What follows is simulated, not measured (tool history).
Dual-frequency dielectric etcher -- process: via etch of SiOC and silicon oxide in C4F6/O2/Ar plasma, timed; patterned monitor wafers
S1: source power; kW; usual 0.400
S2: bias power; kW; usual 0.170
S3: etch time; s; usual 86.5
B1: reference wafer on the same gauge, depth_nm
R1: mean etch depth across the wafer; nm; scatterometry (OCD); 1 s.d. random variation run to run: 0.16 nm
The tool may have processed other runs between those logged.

run   hour     S1     S2    S3     B1     R1
  1    0.0  0.400  0.170  86.5  106.0  107.0
  2   11.8  0.470  0.170  86.5  105.9  116.6
  3   29.6  0.470  0.170  86.5  106.0  116.4
  4   46.6  0.470  0.170  86.5  106.0  116.4
  5   62.8  0.400  0.152  86.5  106.1  103.0
  6   71.4  0.400  0.152  86.5  106.0  103.2
      78.4  -- gauge calibrated
  7   83.5  0.400  0.170  86.5  106.0  106.8
  8   90.8  0.400  0.170  86.5  106.0  106.6
  9   97.4  0.400  0.170  86.5  106.0  106.7
 10  143.5  0.360  0.170  86.5  106.0  100.1
 11  158.2  0.360  0.170  86.5  106.0  100.7
 12  166.9  0.400  0.170  86.5  106.0  106.6
 13  176.3  0.400  0.170  86.5  106.0  106.4
 14  190.9  0.440  0.211  74.0  106.0  102.7
     214.6  -- bias power generator calibrated
     228.0  -- wet clean of the chamber
 15  228.5  0.400  0.170  86.5  106.0  108.1
 16  228.8  0.350  0.170  93.5  105.9  108.8
 17  230.4  0.400  0.170  96.0  106.1  120.0
 18  272.8  0.440  0.148  86.5  106.0  109.2
     279.5  -- source power generator calibrated
     288.6  -- gauge calibrated
     307.5  -- upper electrode replaced
 19  308.0  0.400  0.153  86.5  106.0  101.5
 20  316.4  0.330  0.142  86.5  106.0   89.1
 21  331.0  0.440  0.148  86.5  106.0  106.1
 22  363.7  0.400  0.158  65.0  106.1   77.2
 23  376.3  0.400  0.170  86.5  105.9  104.7

Forecast run 24:
 24  385.4  0.440  0.182  108.0   ?   ?

Run 24 produced B1 106.0, R1 141.3 nm.
If the tool had no hidden condition, the same run with the same run-to-run variation would have returned R1 141.5 nm.
